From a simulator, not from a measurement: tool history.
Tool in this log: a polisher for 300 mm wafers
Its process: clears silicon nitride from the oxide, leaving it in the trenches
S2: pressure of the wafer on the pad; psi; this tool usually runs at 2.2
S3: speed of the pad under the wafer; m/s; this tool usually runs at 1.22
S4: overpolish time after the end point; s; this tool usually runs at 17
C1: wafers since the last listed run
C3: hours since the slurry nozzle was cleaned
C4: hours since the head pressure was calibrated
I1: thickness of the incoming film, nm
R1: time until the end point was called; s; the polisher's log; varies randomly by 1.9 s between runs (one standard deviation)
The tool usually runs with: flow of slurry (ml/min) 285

Run 1, hour 0.0: usual settings; C1 0; wafers polished on this pad 561; C3 5.9; C4 157.5; I1 124.0. Result: R1 200.0 s.
Run 2, hour 91.5: usual settings; C1 406; wafers polished on this pad 968; C3 97.4; C4 249.0; I1 124.9. Result: R1 198.2 s.
Run 3, hour 166.9: usual settings; C1 335; wafers polished on this pad 1303; C3 172.8; C4 324.4; I1 126.1. Result: R1 201.4 s.
Run 4, hour 274.1: usual settings but flow of slurry (ml/min) 355; C1 476; wafers polished on this pad 1780; C3 280.0; C4 431.6; I1 126.8. Result: R1 199.6 s.
Run 5, hour 349.9: usual settings but flow of slurry (ml/min) 355; C1 336; wafers polished on this pad 2117; C3 355.8; C4 507.4; I1 125.0. Result: R1 191.4 s.
Run 6, hour 477.0: usual settings but flow of slurry (ml/min) 355; C1 564; wafers polished on this pad 2682; C3 482.9; C4 634.5; I1 125.3. Result: R1 196.2 s.
Run 7, hour 534.4: usual settings; C1 255; wafers polished on this pad 2937; C3 540.3; C4 691.9; I1 124.2. Result: R1 195.9 s.
Run 8, hour 599.8: usual settings; C1 290; wafers polished on this pad 3228; C3 605.7; C4 757.3; I1 125.5. Result: R1 193.8 s.
Run 9, hour 673.7: usual settings; C1 328; wafers polished on this pad 3556; C3 679.6; C4 831.2; I1 123.5. Result: R1 195.0 s.
At hour 708.0: head pressure recalibrated.
At hour 727.3: worn pad replaced by a new one.
At hour 744.0: slurry nozzle cleaned.
Run 10, hour 778.8: usual settings; C1 436; wafers polished on this pad 224; C3 34.8; C4 70.8; I1 123.4. Result: R1 197.6 s.
Run 11, hour 843.0: usual settings but S3 1.34 m/s; C1 285; wafers polished on this pad 509; C3 99.0; C4 135.0; I1 125.3. Result: R1 182.7 s.
Run 12, hour 947.8: usual settings but S3 1.34 m/s; C1 465; wafers polished on this pad 975; C3 203.8; C4 239.8; I1 124.8. Result: R1 178.1 s.
Run 13, hour 1025.2: usual settings but S3 1.06 m/s, S4 22 s; C1 344; wafers polished on this pad 1319; C3 281.2; C4 317.2; I1 123.7. Result: R1 225.2 s.
Run 14, hour 1108.5: usual settings; C1 370; wafers polished on this pad 1690; C3 364.5; C4 400.5; I1 126.2. Result: R1 199.2 s.
Run 15, hour 1199.9: usual settings but flow of slurry (ml/min) 340, S3 0.84 m/s; C1 406; wafers polished on this pad 2096; C3 455.9; C4 491.9; I1 125.9. Result: R1 285.0 s.
Run 16, hour 1267.2: usual settings but S2 1.7 psi; C1 299; wafers polished on this pad 2395; C3 523.2; C4 559.2; I1 126.6. Result: R1 243.4 s.
Run 17, hour 1313.5: usual settings but S2 1.5 psi, S3 1.58 m/s; C1 205; wafers polished on this pad 2601; C3 569.5; C4 605.5; I1 123.4. Result: R1 204.6 s.
Run 18, hour 1412.7: usual settings but flow of slurry (ml/min) 195; C1 440; wafers polished on this pad 3042; C3 668.7; C4 704.7; I1 125.0. Result: R1 202.3 s.
At hour 1454.9: worn pad replaced by a new one.
Run 19, hour 1455.4: usual settings but flow of slurry (ml/min) 320, S2 1.6 psi, S3 1.62 m/s; C1 172; wafers polished on this pad 2; C3 711.4; C4 747.4; I1 126.9. Result: R1 191.8 s.
At hour 1535.8: slurry nozzle cleaned.
Run 20, hour 1545.1: usual settings but S3 1.40 m/s; C1 394; wafers polished on this pad 396; C3 9.3; C4 837.1; I1 125.0. Result: R1 173.3 s.
At hour 1577.5: head pressure recalibrated.
Run 21, hour 1595.7: usual settings; C1 216; wafers polished on this pad 612; C3 59.9; C4 18.2; I1 126.1. Result: R1 197.1 s.
Run 22, hour 1670.7: usual settings; C1 333; wafers polished on this pad 946; C3 134.9; C4 93.2; I1 125.9. Result: R1 198.5 s.
Run 23, hour 1730.2: usual settings but S3 1.56 m/s; C1 264; wafers polished on this pad 1210; C3 194.4; C4 152.7; I1 125.8. Result: R1 155.5 s.
Run 24, hour 1772.6: usual settings but flow of slurry (ml/min) 325, S2 2.0 psi; C1 188; wafers polished on this pad 1399; C3 236.8; C4 195.1; I1 124.0. Result: R1 209.5 s.
Run 25, hour 1838.2: usual settings but S3 1.62 m/s, S4 25 s; C1 291; wafers polished on this pad 1690; C3 302.4; C4 260.7; I1 123.1. Result: R1 145.7 s.
Run 26, hour 2033.5: usual settings; C1 868; wafers polished on this pad 2558; C3 497.7; C4 456.0; I1 125.4. Result: R1 198.7 s.
Run 27, hour 2131.3: usual settings but flow of slurry (ml/min) 245, S4 27 s; C1 434; wafers polished on this pad 2993; C3 595.5; C4 553.8; I1 123.5. Result: R1 198.0 s.
Run 28, hour 2215.0: usual settings but S4 27 s; C1 372; wafers polished on this pad 3365; C3 679.2; C4 637.5; I1 125.0. Result: R1 198.0 s.
Run 29, hour 2276.8: usual settings; C1 274; wafers polished on this pad 3640; C3 741.0; C4 699.3; I1 124.3. Result: R1 199.2 s.
At hour 2294.7: slurry nozzle cleaned.
At hour 2370.4: worn pad replaced by a new one.
Run 30, hour 2372.5: usual settings; C1 403; wafers polished on this pad 9; C3 77.8; C4 795.0; I1 125.7. Result: R1 199.6 s.
Run 31, hour 2462.8: usual settings but flow of slurry (ml/min) 200, S2 1.4 psi, S3 1.50 m/s, S4 22 s; C1 401; wafers polished on this pad 410; C3 168.1; C4 885.3; I1 123.0. Result: R1 235.5 s.
Run 32, hour 2537.2: usual settings but S4 21 s; C1 330; wafers polished on this pad 741; C3 242.5; C4 959.7; I1 124.8. Result: R1 197.0 s.
Run 33, hour 2607.2: usual settings; C1 311; wafers polished on this pad 1052; C3 312.5; C4 1029.7; I1 125.6. Result: R1 197.4 s.
At hour 2637.8: head pressure recalibrated.
Run 34, hour 2925.3: usual settings but flow of slurry (ml/min) 360, S2 1.8 psi, S4 10 s; C1 1405; wafers polished on this pad 2457; C3 630.6; C4 287.5; I1 125.9. Result: R1 230.4 s.
Run 35, hour 3026.4: usual settings but flow of slurry (ml/min) 240, S2 2.6 psi; C1 449; wafers polished on this pad 2907; C3 731.7; C4 388.6; I1 124.5. Result: R1 174.2 s.
Run 36, hour 3122.1: usual settings but S3 1.00 m/s; C1 425; wafers polished on this pad 3332; C3 827.4; C4 484.3; I1 124.8. Result: R1 240.0 s.

What if the next run were any one of these 5? Each begins from the tool's condition after run 36:
Run A, hour 3122.6: usual settings but S4 20 s; C1 2; wafers polished on this pad 3335; C3 827.9; C4 484.8; I1 123.6. Result: R1 ?.
Run B, hour 3122.6: usual settings but flow of slurry (ml/min) 230, S2 2.8 psi; C1 2; wafers polished on this pad 3335; C3 827.9; C4 484.8; I1 123.6. Result: R1 ?.
Run C, hour 3122.6: usual settings but S2 2.6 psi, S3 1.38 m/s, S4 25 s; C1 2; wafers polished on this pad 3335; C3 827.9; C4 484.8; I1 123.6. Result: R1 ?.
Run D, hour 3122.6: usual settings but flow of slurry (ml/min) 240, S2 2.9 psi; C1 2; wafers polished on this pad 3335; C3 827.9; C4 484.8; I1 123.6. Result: R1 ?.
Run E, hour 3122.6: usual settings but S2 2.7 psi; C1 2; wafers polished on this pad 3335; C3 827.9; C4 484.8; I1 123.6. Result: R1 ?.

run     R1
  A  195.9
  B  162.6
  C  150.8
  D  157.3
  E  165.2
Had the tool no hidden state, the same runs would have come out as:
run     R1
  A  195.9
  B  162.6
  C  150.8
  D  157.3
  E  165.2

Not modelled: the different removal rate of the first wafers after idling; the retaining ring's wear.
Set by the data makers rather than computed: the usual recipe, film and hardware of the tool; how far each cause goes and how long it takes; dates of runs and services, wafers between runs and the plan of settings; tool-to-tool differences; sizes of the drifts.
